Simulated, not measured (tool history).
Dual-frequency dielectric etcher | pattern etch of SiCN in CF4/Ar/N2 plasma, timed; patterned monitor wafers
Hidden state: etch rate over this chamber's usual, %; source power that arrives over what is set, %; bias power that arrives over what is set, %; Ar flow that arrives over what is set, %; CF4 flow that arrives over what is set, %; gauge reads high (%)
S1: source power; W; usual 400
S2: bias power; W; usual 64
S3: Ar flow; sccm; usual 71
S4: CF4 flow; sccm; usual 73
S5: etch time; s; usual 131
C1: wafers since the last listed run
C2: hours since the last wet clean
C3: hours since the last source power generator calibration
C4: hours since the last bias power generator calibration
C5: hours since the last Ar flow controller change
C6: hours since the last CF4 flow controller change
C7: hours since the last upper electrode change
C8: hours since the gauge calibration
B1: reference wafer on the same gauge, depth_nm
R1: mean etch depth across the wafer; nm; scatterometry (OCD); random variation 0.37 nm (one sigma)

| run | hour | S1 | S2 | S3 | S4 | S5 | C1 | C2 | C3 | C4 | C5 | C6 | C7 | C8 | B1 | R1 |
|---|---|---|---|---|---|---|---|---|---|---|---|---|---|---|---|---|
| 1 | 0 | 400 | 64 | 71 | 73 | 131 | 0 | 126.1 | 4412.2 | 988.4 | 1405.2 | 3431.5 | 4552.5 | 434.4 | 103.6 | 95.9 |
| 2 | 277.4 | 400 | 64 | 71 | 73 | 131 | 2185 | 403.5 | 4689.6 | 1265.8 | 1682.6 | 3708.9 | 4829.9 | 711.8 | 103.8 | 96.3 |
| 3 | 361.7 | 360 | 64 | 71 | 73 | 131 | 664 | 487.8 | 4773.9 | 1350.1 | 1766.9 | 3793.2 | 4914.2 | 796.1 | 103.8 | 89.3 |
| 4 | 465.7 | 360 | 64 | 71 | 73 | 131 | 819 | 591.8 | 4877.9 | 1454.1 | 1870.9 | 3897.2 | 5018.2 | 900.1 | 103.9 | 89.9 |
|  | 527.6 | wet clean of the chamber |
| 5 | 539.7 | 360 | 64 | 71 | 73 | 131 | 393 | 12.1 | 4951.9 | 1528.1 | 1944.9 | 3971.2 | 5092.2 | 974.1 | 103.8 | 89.5 |
| 6 | 617 | 400 | 64 | 77 | 73 | 131 | 609 | 89.4 | 5029.2 | 1605.4 | 2022.2 | 4048.5 | 5169.5 | 1051.4 | 103.8 | 95.8 |
|  | 641.8 | CF4 flow controller replaced |
|  | 690 | bias power generator calibrated |
| 7 | 720.5 | 400 | 64 | 77 | 73 | 131 | 736 | 192.9 | 5132.7 | 30.5 | 2125.7 | 78.7 | 5273 | 1154.9 | 103.9 | 97.4 |
|  | 839.5 | gauge calibrated |
|  | 952.2 | Ar flow controller replaced |
| 8 | 972.7 | 400 | 64 | 71 | 73 | 131 | 1939 | 445.1 | 5384.9 | 282.7 | 20.5 | 330.9 | 5525.2 | 133.2 | 103.8 | 97.8 |
| 9 | 1029.3 | 400 | 64 | 71 | 73 | 131 | 445 | 501.7 | 5441.5 | 339.3 | 77.1 | 387.5 | 5581.8 | 189.8 | 103.9 | 97.6 |
|  | 1064.6 | source power generator calibrated |
|  | 1068.8 | wet clean of the chamber |
| 10 | 1072.9 | 400 | 64 | 71 | 73 | 131 | 279 | 4.1 | 8.3 | 382.9 | 120.7 | 431.1 | 5625.4 | 233.4 | 103.8 | 98.9 |
|  | 1103.4 | bias power generator calibrated, repeated, since the last time left the tool worse |
| 11 | 1171.4 | 400 | 80 | 71 | 73 | 131 | 744 | 102.6 | 106.8 | 68 | 219.2 | 529.6 | 5723.9 | 331.9 | 103.8 | 104.6 |
|  | 1231.2 | upper electrode replaced |
| 12 | 1277.6 | 400 | 64 | 71 | 68 | 116.5 | 647 | 208.8 | 213 | 174.2 | 325.4 | 635.8 | 46.4 | 438.1 | 103.8 | 84.8 |
| 13 | 1373.7 | 480 | 64 | 71 | 73 | 131 | 757 | 304.9 | 309.1 | 270.3 | 421.5 | 731.9 | 142.5 | 534.2 | 103.9 | 108.3 |
| 14 | 1421.4 | 320 | 59 | 71 | 73 | 131 | 375 | 352.6 | 356.8 | 318 | 469.2 | 779.6 | 190.2 | 581.9 | 103.7 | 79.8 |
| 15 | 1510.6 | 400 | 64 | 71 | 73 | 107.5 | 702 | 441.8 | 446 | 407.2 | 558.4 | 868.8 | 279.4 | 671.1 | 103.9 | 78.3 |
|  | 1576.6 | wet clean of the chamber |
| 16 | 1605.5 | 400 | 64 | 71 | 73 | 131 | 558 | 28.9 | 540.9 | 502.1 | 653.3 | 963.7 | 374.3 | 766 | 103.9 | 95.5 |

The next listed run, before its measurement:
| 17 | 1647.6 | 400 | 64 | 60 | 73 | 131 | 331 | 71 | 583 | 544.2 | 695.4 | 1005.8 | 416.4 | 808.1 | ? | ? |

{"run 17": {"B1": 104, "R1": 96.9}}
Without the tool's hidden state the same run would have given R1 96.8 nm.
